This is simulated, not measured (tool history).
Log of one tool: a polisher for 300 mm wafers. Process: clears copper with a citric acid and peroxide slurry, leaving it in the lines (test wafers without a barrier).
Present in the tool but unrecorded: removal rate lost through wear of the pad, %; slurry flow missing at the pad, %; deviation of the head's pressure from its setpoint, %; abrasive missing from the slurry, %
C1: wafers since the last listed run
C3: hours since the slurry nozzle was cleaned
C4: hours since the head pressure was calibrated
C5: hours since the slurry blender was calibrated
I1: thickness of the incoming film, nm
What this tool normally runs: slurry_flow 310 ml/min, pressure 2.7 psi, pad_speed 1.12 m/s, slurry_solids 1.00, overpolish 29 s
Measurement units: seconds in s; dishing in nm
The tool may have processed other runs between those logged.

run 1 hour=0.0 | slurry_flow=310 pressure=2.7 pad_speed=1.12 slurry_solids=1.00 overpolish=29 | C1=0 wafers_polished_on_this_pad=2696 C3=232.5 C4=131.7 C5=579.7 | I1=221.4 | seconds=105.3 dishing=40.3
run 2 hour=41.7 | slurry_flow=310 pressure=2.7 pad_speed=1.12 slurry_solids=1.00 overpolish=29 | C1=254 wafers_polished_on_this_pad=2951 C3=274.2 C4=173.4 C5=621.4 | I1=220.2 | seconds=102.7 dishing=40.1
run 3 hour=147.5 | slurry_flow=310 pressure=2.7 pad_speed=1.12 slurry_solids=1.00 overpolish=29 | C1=645 wafers_polished_on_this_pad=3596 C3=380.0 C4=279.2 C5=727.2 | I1=216.8 | seconds=97.5 dishing=39.9
run 4 hour=190.3 | slurry_flow=335 pressure=2.7 pad_speed=1.12 slurry_solids=1.00 overpolish=29 | C1=261 wafers_polished_on_this_pad=3857 C3=422.8 C4=322.0 C5=770.0 | I1=217.9 | seconds=100.3 dishing=41.1
-- hour=258.5 slurry blender recalibrated
run 5 hour=259.0 | slurry_flow=375 pressure=2.2 pad_speed=1.42 slurry_solids=1.00 overpolish=37 | C1=406 wafers_polished_on_this_pad=4264 C3=491.5 C4=390.7 C5=0.5 | I1=216.5 | seconds=98.5 dishing=49.6
-- hour=339.1 worn pad replaced by a new one
run 6 hour=349.2 | slurry_flow=310 pressure=2.7 pad_speed=1.12 slurry_solids=1.00 overpolish=29 | C1=525 wafers_polished_on_this_pad=61 C3=581.7 C4=480.9 C5=90.7 | I1=219.9 | seconds=101.3 dishing=40.6
run 7 hour=406.7 | slurry_flow=310 pressure=2.7 pad_speed=1.12 slurry_solids=0.70 overpolish=29 | C1=350 wafers_polished_on_this_pad=412 C3=639.2 C4=538.4 C5=148.2 | I1=221.7 | seconds=107.0 dishing=39.8
run 8 hour=445.9 | slurry_flow=310 pressure=2.7 pad_speed=1.12 slurry_solids=1.00 overpolish=42 | C1=239 wafers_polished_on_this_pad=651 C3=678.4 C4=577.6 C5=187.4 | I1=223.0 | seconds=101.0 dishing=56.4
run 9 hour=525.6 | slurry_flow=310 pressure=1.9 pad_speed=1.12 slurry_solids=1.00 overpolish=21 | C1=486 wafers_polished_on_this_pad=1137 C3=758.1 C4=657.3 C5=267.1 | I1=218.3 | seconds=134.5 dishing=23.4
run 10 hour=596.0 | slurry_flow=310 pressure=2.7 pad_speed=1.12 slurry_solids=1.00 overpolish=29 | C1=429 wafers_polished_on_this_pad=1566 C3=828.5 C4=727.7 C5=337.5 | I1=217.1 | seconds=98.4 dishing=43.3
-- hour=611.6 head pressure recalibrated
-- hour=612.7 slurry nozzle cleaned
run 11 hour=671.6 | slurry_flow=310 pressure=2.7 pad_speed=1.12 slurry_solids=1.00 overpolish=29 | C1=442 wafers_polished_on_this_pad=2009 C3=58.9 C4=60.0 C5=413.1 | I1=219.8 | seconds=107.4 dishing=39.2
run 12 hour=716.8 | slurry_flow=310 pressure=2.0 pad_speed=1.12 slurry_solids=0.80 overpolish=29 | C1=275 wafers_polished_on_this_pad=2285 C3=104.1 C4=105.2 C5=458.3 | I1=217.9 | seconds=147.2 dishing=29.6
run 13 hour=816.9 | slurry_flow=310 pressure=2.7 pad_speed=1.38 slurry_solids=0.90 overpolish=37 | C1=610 wafers_polished_on_this_pad=2895 C3=204.2 C4=205.3 C5=558.4 | I1=216.9 | seconds=84.2 dishing=55.9
run 14 hour=856.5 | slurry_flow=310 pressure=2.4 pad_speed=1.12 slurry_solids=1.00 overpolish=29 | C1=241 wafers_polished_on_this_pad=3137 C3=243.8 C4=244.9 C5=598.0 | I1=215.4 | seconds=111.2 dishing=36.7
run 15 hour=925.0 | slurry_flow=310 pressure=2.7 pad_speed=1.02 slurry_solids=1.00 overpolish=29 | C1=417 wafers_polished_on_this_pad=3555 C3=312.3 C4=313.4 C5=666.5 | I1=223.0 | seconds=111.7 dishing=38.6
run 16 hour=978.9 | slurry_flow=400 pressure=2.7 pad_speed=1.12 slurry_solids=1.10 overpolish=29 | C1=328 wafers_polished_on_this_pad=3883 C3=366.2 C4=367.3 C5=720.4 | I1=222.7 | seconds=100.8 dishing=42.8
run 17 hour=1022.2 | slurry_flow=310 pressure=2.7 pad_speed=1.12 slurry_solids=1.00 overpolish=43 | C1=264 wafers_polished_on_this_pad=4148 C3=409.5 C4=410.6 C5=763.7 | I1=218.1 | seconds=98.6 dishing=56.9
-- hour=1046.7 slurry blender recalibrated
run 18 hour=1100.5 | slurry_flow=400 pressure=2.7 pad_speed=1.32 slurry_solids=0.85 overpolish=29 | C1=465 wafers_polished_on_this_pad=4613 C3=487.8 C4=488.9 C5=53.8 | I1=220.9 | seconds=86.0 dishing=47.1
-- hour=1109.0 worn pad replaced by a new one
run 19 hour=1169.1 | slurry_flow=310 pressure=3.0 pad_speed=1.12 slurry_solids=1.00 overpolish=23 | C1=394 wafers_polished_on_this_pad=366 C3=556.4 C4=557.5 C5=122.4 | I1=219.2 | seconds=86.8 dishing=38.0
run 20 hour=1388.6 | slurry_flow=415 pressure=2.7 pad_speed=1.12 slurry_solids=1.00 overpolish=29 | C1=1338 wafers_polished_on_this_pad=1705 C3=775.9 C4=777.0 C5=341.9 | I1=217.6 | seconds=93.5 dishing=43.0
-- hour=1397.3 head pressure recalibrated
-- hour=1460.7 slurry nozzle cleaned
run 21 hour=1474.4 | slurry_flow=310 pressure=3.5 pad_speed=1.12 slurry_solids=0.75 overpolish=29 | C1=505 wafers_polished_on_this_pad=2210 C3=13.7 C4=77.1 C5=427.7 | I1=218.3 | seconds=86.1 dishing=48.4
run 22 hour=1528.1 | slurry_flow=230 pressure=2.7 pad_speed=0.96 slurry_solids=1.25 overpolish=29 | C1=327 wafers_polished_on_this_pad=2538 C3=67.4 C4=130.8 C5=481.4 | I1=222.3 | seconds=114.6 dishing=37.7
run 23 hour=1632.8 | slurry_flow=240 pressure=2.7 pad_speed=1.12 slurry_solids=1.00 overpolish=29 | C1=638 wafers_polished_on_this_pad=3176 C3=172.1 C4=235.5 C5=586.1 | I1=217.9 | seconds=101.9 dishing=40.9
run 24 hour=1780.8 | slurry_flow=355 pressure=2.0 pad_speed=1.36 slurry_solids=1.00 overpolish=42 | C1=902 wafers_polished_on_this_pad=4079 C3=320.1 C4=383.5 C5=734.1 | I1=217.8 | seconds=109.0 dishing=49.8
run 25 hour=1840.3 | slurry_flow=310 pressure=3.3 pad_speed=1.12 slurry_solids=1.00 overpolish=29 | C1=362 wafers_polished_on_this_pad=4442 C3=379.6 C4=443.0 C5=793.6 | I1=219.5 | seconds=81.5 dishing=52.1
run 26 hour=1895.5 | slurry_flow=310 pressure=3.4 pad_speed=1.12 slurry_solids=1.15 overpolish=29 | C1=336 wafers_polished_on_this_pad=4778 C3=434.8 C4=498.2 C5=848.8 | I1=216.4 | seconds=74.0 dishing=52.9
run 27 hour=1967.9 | slurry_flow=310 pressure=2.7 pad_speed=1.12 slurry_solids=1.00 overpolish=29 | C1=441 wafers_polished_on_this_pad=5220 C3=507.2 C4=570.6 C5=921.2 | I1=220.9 | seconds=95.1 dishing=42.3

Forecast each of these 5 alternatives for the next run:
run A hour=1968.4 | slurry_flow=310 pressure=2.7 pad_speed=1.12 slurry_solids=1.25 overpolish=29 | C1=3 wafers_polished_on_this_pad=5223 C3=507.7 C4=571.1 C5=921.7 | I1=221.8 | seconds=? dishing=?
run B hour=1968.4 | slurry_flow=355 pressure=2.7 pad_speed=1.12 slurry_solids=0.80 overpolish=29 | C1=3 wafers_polished_on_this_pad=5223 C3=507.7 C4=571.1 C5=921.7 | I1=221.8 | seconds=? dishing=?
run C hour=1968.4 | slurry_flow=310 pressure=2.2 pad_speed=1.12 slurry_solids=0.85 overpolish=41 | C1=3 wafers_polished_on_this_pad=5223 C3=507.7 C4=571.1 C5=921.7 | I1=221.8 | seconds=? dishing=?
run D hour=1968.4 | slurry_flow=310 pressure=3.6 pad_speed=1.12 slurry_solids=1.00 overpolish=29 | C1=3 wafers_polished_on_this_pad=5223 C3=507.7 C4=571.1 C5=921.7 | I1=221.8 | seconds=? dishing=?
run E hour=1968.4 | slurry_flow=255 pressure=3.4 pad_speed=0.74 slurry_solids=1.00 overpolish=29 | C1=3 wafers_polished_on_this_pad=5223 C3=507.7 C4=571.1 C5=921.7 | I1=221.8 | seconds=? dishing=?

run=A seconds=94.5 dishing=45.3
run=B seconds=103.8 dishing=42.1
run=C seconds=126.0 dishing=46.6
run=D seconds=75.0 dishing=55.5
run=E seconds=120.4 dishing=37.7
Stripped of hidden state, with their random variation kept, the same runs would have yielded:
run=A seconds=105.6 dishing=41.1
run=B seconds=115.9 dishing=38.1
run=C seconds=140.6 dishing=42.4
run=D seconds=83.8 dishing=50.5
run=E seconds=134.4 dishing=34.2

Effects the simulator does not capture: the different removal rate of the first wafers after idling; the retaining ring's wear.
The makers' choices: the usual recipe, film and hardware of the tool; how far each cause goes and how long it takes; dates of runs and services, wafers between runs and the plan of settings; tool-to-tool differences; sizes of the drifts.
